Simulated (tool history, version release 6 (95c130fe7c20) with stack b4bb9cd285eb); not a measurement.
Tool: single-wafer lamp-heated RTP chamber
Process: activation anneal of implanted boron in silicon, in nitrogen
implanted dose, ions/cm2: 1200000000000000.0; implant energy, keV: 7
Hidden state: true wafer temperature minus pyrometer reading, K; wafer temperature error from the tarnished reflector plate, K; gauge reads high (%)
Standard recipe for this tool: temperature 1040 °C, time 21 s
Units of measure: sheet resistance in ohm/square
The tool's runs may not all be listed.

| run | hour | temperature | time | wafers since the last listed run | wafers since the last pyrometer calibration | wafers since the reflector plate was cleaned | hours since the gauge calibration | read-back reference wafer on the same gauge, sheet resistance | sheet resistance |
|---|---|---|---|---|---|---|---|---|---|
| 1 | 0.0 | 1051 | 25 | 0 | 852 | 2828 | 270.1 | 132.19 | 110.14 |
| 2 | 71.2 | 1051 | 25 | 639 | 1492 | 3468 | 341.3 | 131.90 | 109.54 |
| 3 | 134.5 | 1040 | 29 | 568 | 2061 | 4037 | 404.6 | 131.99 | 111.67 |
| 4 | 215.5 | 1040 | 29 | 727 | 2789 | 4765 | 485.6 | 132.12 | 110.17 |
| 5 | 257.6 | 1040 | 29 | 378 | 3167 | 5143 | 527.7 | 132.42 | 111.89 |
|  | 290.1 | pyrometer window cleaned and pyrometer calibrated |
|  | 320.6 | reflector plate cleaned |
| 6 | 321.1 | 1040 | 21 | 426 | 206 | 4 | 591.2 | 131.67 | 117.49 |
| 7 | 363.5 | 1040 | 21 | 380 | 587 | 385 | 633.6 | 131.90 | 117.95 |
| 8 | 410.7 | 1040 | 11 | 424 | 1011 | 809 | 680.8 | 132.23 | 124.94 |
| 9 | 461.2 | 1040 | 21 | 453 | 1465 | 1262 | 731.3 | 131.75 | 116.31 |
| 10 | 505.4 | 1040 | 21 | 397 | 1862 | 1660 | 775.5 | 132.14 | 115.42 |
| 11 | 610.0 | 1040 | 21 | 939 | 2802 | 2599 | 880.1 | 132.52 | 116.29 |
| 12 | 660.0 | 1040 | 21 | 449 | 3251 | 3049 | 930.1 | 131.92 | 116.39 |
|  | 678.7 | pyrometer window cleaned and pyrometer calibrated |
| 13 | 734.4 | 1054 | 21 | 596 | 500 | 3645 | 1004.5 | 132.44 | 110.39 |
| 14 | 812.5 | 1054 | 21 | 701 | 1202 | 4347 | 1082.6 | 131.81 | 110.19 |
|  | 853.4 | reflector plate cleaned |
| 15 | 920.4 | 1021 | 9 | 897 | 2099 | 601 | 1190.5 | 132.01 | 133.93 |
| 16 | 1005.5 | 1055 | 26 | 764 | 2864 | 1366 | 1275.6 | 132.14 | 107.92 |
|  | 1037.0 | gauge calibrated |
| 17 | 1059.3 | 1040 | 21 | 483 | 3347 | 1849 | 22.3 | 131.95 | 117.09 |
|  | 1098.3 | pyrometer window cleaned and pyrometer calibrated |
| 18 | 1121.9 | 1029 | 26 | 490 | 212 | 2340 | 84.9 | 132.11 | 117.60 |
| 19 | 1164.7 | 1032 | 13 | 384 | 596 | 2724 | 127.7 | 132.09 | 123.56 |
| 20 | 1215.6 | 1016 | 26 | 457 | 1054 | 3182 | 178.6 | 131.93 | 124.13 |
| 21 | 1285.1 | 1054 | 21 | 624 | 1678 | 3806 | 248.1 | 131.93 | 109.48 |
| 22 | 1345.1 | 1040 | 21 | 539 | 2217 | 4345 | 308.1 | 131.77 | 115.62 |
| 23 | 1410.8 | 1056 | 21 | 590 | 2807 | 4936 | 373.8 | 132.20 | 110.16 |
|  | 1449.2 | reflector plate cleaned |
| 24 | 1483.7 | 1025 | 16 | 583 | 3391 | 310 | 446.7 | 131.78 | 128.00 |
|  | 1499.0 | pyrometer window cleaned and pyrometer calibrated |
| 25 | 1547.9 | 1026 | 16 | 504 | 439 | 815 | 510.9 | 132.25 | 126.51 |
| 26 | 1653.4 | 1040 | 21 | 947 | 1387 | 1763 | 616.4 | 131.64 | 116.80 |
| 27 | 1721.1 | 1062 | 10 | 608 | 1995 | 2371 | 684.1 | 131.98 | 115.95 |
| 28 | 1790.0 | 1063 | 30 | 619 | 2614 | 2990 | 753.0 | 131.83 | 105.56 |
| 29 | 1849.5 | 1029 | 33 | 534 | 3149 | 3525 | 812.5 | 131.76 | 117.40 |

Alternative continuations, all from the tool just after run 29; predict every row:
| A | 1849.9 | 1040 | 21 | 3 | 3152 | 3528 | 812.9 | ? | ? |
| B | 1849.9 | 1052 | 21 | 3 | 3152 | 3528 | 812.9 | ? | ? |
| C | 1849.9 | 1040 | 18 | 3 | 3152 | 3528 | 812.9 | ? | ? |

| run | read-back reference wafer on the same gauge, sheet resistance | sheet resistance |
|---|---|---|
| A | 132.06 | 114.38 |
| B | 132.06 | 110.10 |
| C | 132.06 | 116.05 |
What these runs would have given with no unlogged condition in the tool:
| run | sheet resistance |
|---|---|
| A | 117.56 |
| B | 112.62 |
| C | 119.17 |

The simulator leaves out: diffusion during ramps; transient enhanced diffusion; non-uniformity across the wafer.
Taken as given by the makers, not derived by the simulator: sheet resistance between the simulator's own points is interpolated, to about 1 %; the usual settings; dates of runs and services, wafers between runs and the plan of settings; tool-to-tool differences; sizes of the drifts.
